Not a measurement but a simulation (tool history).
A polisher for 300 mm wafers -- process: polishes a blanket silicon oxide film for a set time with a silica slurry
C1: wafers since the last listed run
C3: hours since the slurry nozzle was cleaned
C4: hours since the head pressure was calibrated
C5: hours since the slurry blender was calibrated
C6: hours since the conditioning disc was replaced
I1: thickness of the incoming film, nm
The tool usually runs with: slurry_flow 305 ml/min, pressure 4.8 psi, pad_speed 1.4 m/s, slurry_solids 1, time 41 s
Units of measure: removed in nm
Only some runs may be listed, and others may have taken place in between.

{"run": 1, "hour": 0.0, "slurry_flow": 305, "pressure": 4.8, "pad_speed": 1.4, "slurry_solids": 1, "time": 41, "C1": 0, "wafers polished on this pad": 8, "C3": 220, "C4": 1148.9, "C5": 14.2, "C6": 57.4, "I1": 1267.9, "removed": 150.4}
{"run": 2, "hour": 9.0, "slurry_flow": 305, "pressure": 4.8, "pad_speed": 1.4, "slurry_solids": 1, "time": 41, "C1": 88, "wafers polished on this pad": 97, "C3": 229, "C4": 1157.9, "C5": 23.2, "C6": 66.4, "I1": 1271.8, "removed": 150.4}
{"run": 3, "hour": 22.9, "slurry_flow": 305, "pressure": 4.8, "pad_speed": 1.4, "slurry_solids": 1, "time": 41, "C1": 136, "wafers polished on this pad": 234, "C3": 242.9, "C4": 1171.8, "C5": 37.1, "C6": 80.3, "I1": 1258.1, "removed": 146.2}
{"run": 4, "hour": 30.5, "slurry_flow": 235, "pressure": 4.8, "pad_speed": 1.4, "slurry_solids": 1, "time": 38, "C1": 74, "wafers polished on this pad": 309, "C3": 250.5, "C4": 1179.4, "C5": 44.7, "C6": 87.9, "I1": 1293.4, "removed": 133}
{"run": 5, "hour": 45.4, "slurry_flow": 305, "pressure": 6, "pad_speed": 1.4, "slurry_solids": 1, "time": 41, "C1": 146, "wafers polished on this pad": 456, "C3": 265.4, "C4": 1194.3, "C5": 59.6, "C6": 102.8, "I1": 1264.4, "removed": 182.4}
{"hour": 56.5, "done": "slurry nozzle cleaned"}
{"hour": 60.1, "done": "worn pad replaced by a new one"}
{"run": 6, "hour": 60.9, "slurry_flow": 305, "pressure": 6, "pad_speed": 1.4, "slurry_solids": 1, "time": 41, "C1": 107, "wafers polished on this pad": 7, "C3": 4.4, "C4": 1209.8, "C5": 75.1, "C6": 118.3, "I1": 1290, "removed": 178.9}
{"run": 7, "hour": 71.9, "slurry_flow": 305, "pressure": 6, "pad_speed": 1.4, "slurry_solids": 1, "time": 41, "C1": 108, "wafers polished on this pad": 116, "C3": 15.4, "C4": 1220.8, "C5": 86.1, "C6": 129.3, "I1": 1292.4, "removed": 178}
{"run": 8, "hour": 88.3, "slurry_flow": 305, "pressure": 4.8, "pad_speed": 1.4, "slurry_solids": 1, "time": 41, "C1": 161, "wafers polished on this pad": 277, "C3": 31.8, "C4": 1237.2, "C5": 102.5, "C6": 145.7, "I1": 1285.8, "removed": 146.4}
{"hour": 90.7, "done": "slurry blender recalibrated"}
{"hour": 102.2, "done": "head pressure recalibrated"}
{"hour": 105.6, "done": "conditioning disc replaced and pad reconditioned"}
{"run": 9, "hour": 106.2, "slurry_flow": 305, "pressure": 4.8, "pad_speed": 1.4, "slurry_solids": 1, "time": 41, "C1": 117, "wafers polished on this pad": 395, "C3": 49.7, "C4": 4, "C5": 15.5, "C6": 0.6, "I1": 1287, "removed": 167.2}

Run 10, settings as shown, results not yet in. Your forecast:
{"run": 10, "hour": 113.2, "slurry_flow": 305, "pressure": 4.8, "pad_speed": 1.4, "slurry_solids": 1, "time": 41, "C1": 68, "wafers polished on this pad": 463, "C3": 56.7, "C4": 11, "C5": 22.5, "C6": 7.6, "I1": 1295.3, "removed": "?"}

removed: 162.5 nm
Had the tool carried no hidden state, the very same run would have given removed 165.6 nm.
